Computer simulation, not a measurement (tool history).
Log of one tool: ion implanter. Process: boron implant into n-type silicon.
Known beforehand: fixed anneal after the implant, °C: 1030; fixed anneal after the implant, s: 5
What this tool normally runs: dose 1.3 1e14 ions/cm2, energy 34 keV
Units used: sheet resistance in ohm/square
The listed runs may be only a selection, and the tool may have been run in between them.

run,hour,dose,energy,"read-back reference wafer on the same gauge, sheet resistance",sheet resistance
1,0,1.3,34,724.11,604.87
2,25.8,1.3,34,723.97,608.66
3,37.9,1.3,34,724.34,605.15
4,73.5,1.3,34,725.27,608.29
5,101.2,1.3,25,724.14,638.72
6,114.9,1.3,25,725.12,636.27
7,134.4,1.3,25,724.48,635.89
8,160.2,1.3,34,724.69,610.27
9,190.2,1.3,36.5,724.92,599.92
10,225.7,1.3,36.5,724.8,600.26
11,247.2,1.43,34,723.45,563.01
# hour 267: extraction supply calibrated
12,280.5,1.43,34,724.99,561.14
13,304.8,1.3,34,725.03,607.84
# hour 332.8: Faraday cup replaced and dose calibrated
14,336.6,1.3,28,724.77,647.94
15,349.9,1.3,28,724.6,642.8
16,376.1,1.3,34,725.64,620.91
17,392,1.3,34,724.56,620.45
18,423,1.3,34,723.43,621.6
19,447.3,1.3,34,723.96,623.28
20,459.6,1.53,37.5,724.13,539.45
21,482,1.11,42,723.02,663.68
22,513.7,1.3,30.5,724.72,626.71
23,534.6,1.3,34,724.59,611.91
# hour 542.7: gauge calibrated
24,624,1.12,31,723.61,696.91

The next listed run, before its measurement:
25,654,0.96,34,?,?

read-back reference wafer on the same gauge, sheet resistance: 723.43
sheet resistance: 760.45 ohm/square
The same run, on a tool lacking any hidden state, would have yielded sheet resistance 778.47 ohm/square.
